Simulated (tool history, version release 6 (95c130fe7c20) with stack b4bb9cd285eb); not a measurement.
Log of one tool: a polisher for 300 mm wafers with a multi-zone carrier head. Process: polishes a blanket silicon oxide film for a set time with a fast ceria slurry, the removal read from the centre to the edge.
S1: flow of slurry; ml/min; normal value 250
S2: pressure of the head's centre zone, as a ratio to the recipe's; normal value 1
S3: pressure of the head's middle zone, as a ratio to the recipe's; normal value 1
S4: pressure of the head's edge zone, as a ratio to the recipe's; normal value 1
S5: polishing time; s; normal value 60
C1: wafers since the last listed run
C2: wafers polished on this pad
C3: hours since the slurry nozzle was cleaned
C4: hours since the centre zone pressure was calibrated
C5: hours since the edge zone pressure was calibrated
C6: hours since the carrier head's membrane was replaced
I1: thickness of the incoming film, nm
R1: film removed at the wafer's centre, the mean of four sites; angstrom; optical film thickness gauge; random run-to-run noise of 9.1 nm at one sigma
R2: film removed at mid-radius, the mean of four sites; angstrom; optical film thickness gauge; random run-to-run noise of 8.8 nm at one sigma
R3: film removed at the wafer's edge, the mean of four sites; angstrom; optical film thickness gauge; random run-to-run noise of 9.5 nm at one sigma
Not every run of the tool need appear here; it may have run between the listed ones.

run	hour	S1	S2	S3	S4	S5	C1	C2	C3	C4	C5	C6	I1	R1	R2	R3
1	0	250	1	1	1	60	0	251	864.3	347.5	847.5	668	2583.9	5991	6017	6405
2	15.1	250	1	1	1	44	108	360	879.4	362.6	862.6	683.1	2550.8	4433	4280	4644
# hour 26.4: carrier head's membrane replaced by a new one
3	26.9	250	1	1	1.05	60	48	408	891.2	374.4	874.4	0.5	2529.9	5801	5919	6232
# hour 41.4: worn pad replaced by a new one
4	41.9	250	1	1	1.05	60	78	3	906.2	389.4	889.4	15.5	2538	6235	6218	6804
# hour 57.4: centre zone pressure recalibrated
5	57.9	250	1	1	1	60	100	103	922.2	0.5	905.4	31.5	2532.3	6380	6221	6659
6	63.2	250	1	1	1	60	37	141	927.5	5.8	910.7	36.8	2555.8	6104	6165	6558
# hour 71.4: slurry nozzle cleaned
7	74.6	250	1	1	1	60	74	216	3.2	17.2	922.1	48.2	2526.1	6087	6025	6477
8	87	200	1	1.03	1.03	51	88	304	15.6	29.6	934.5	60.6	2555.1	4846	5059	5334
9	101.1	250	1	1	1	60	100	405	29.7	43.7	948.6	74.7	2508.8	5851	5955	6172
# hour 114.1: worn pad replaced by a new one
10	114.6	225	0.96	1	1	60	68	3	43.2	57.2	962.1	88.2	2535.4	5979	6333	6485
11	118	250	1	1	1	60	24	28	46.6	60.6	965.5	91.6	2558.2	6385	6362	6596
12	127.6	250	1	1	1	60	68	96	56.2	70.2	975.1	101.2	2526	6089	6216	6575
13	134.1	290	1	1.05	1	60	46	143	62.7	76.7	981.6	107.7	2500.2	6317	6739	6606
14	150.2	250	1.12	1	1.07	60	115	258	78.8	92.8	997.7	123.8	2571.9	6796	6212	6647
15	163.4	250	1	1.08	1	60	94	353	92	106	1010.9	137	2506.4	5973	6499	6358
# hour 181.3: worn pad replaced by a new one
16	181.8	250	1	1	1	60	103	3	110.4	124.4	1029.3	155.4	2566.7	6324	6258	6617
# hour 185: edge zone pressure recalibrated
17	190.5	250	1	1	1.04	79	47	51	119.1	133.1	5.5	164.1	2556.9	8210	8292	8926
18	199.1	215	0.92	1	1.04	60	61	112	127.7	141.7	14.1	172.7	2527.9	5555	6078	6385
19	215.7	250	1	1	1	60	118	231	144.3	158.3	30.7	189.3	2568	6166	6036	6515
20	231.7	185	1.1	1.03	1	70	114	346	160.3	174.3	46.7	205.3	2582.5	7239	6700	7016
21	238.9	250	1	1	1	49	51	397	167.5	181.5	53.9	212.5	2554.7	4628	4766	5117
# hour 255.5: worn pad replaced by a new one
22	256	250	1.11	1	1.1	60	93	3	184.6	198.6	71	229.6	2554.2	7065	6276	6815

Give the tool's hidden conditions for every run:
slurry flow missing at the pad, %: 0, the same for each run
deviation of the centre zone's pressure from its setpoint, %: 0, the same for each run
deviation of the edge zone's pressure from its setpoint, %: 0, the same for each run
H1: removal rate lost through wear of the pad, %
run	H1
1	3.46
2	6.2
3	9.02
4	1.24
5	1.82
6	2.25
7	3.58
8	5.66
9	8.81
10	0.959
11	0.991
12	1.35
13	1.81
14	3.73
15	6.13
16	1.6
17	1.78
18	2.27
19	4.11
20	6.99
21	8.64
22	0.663
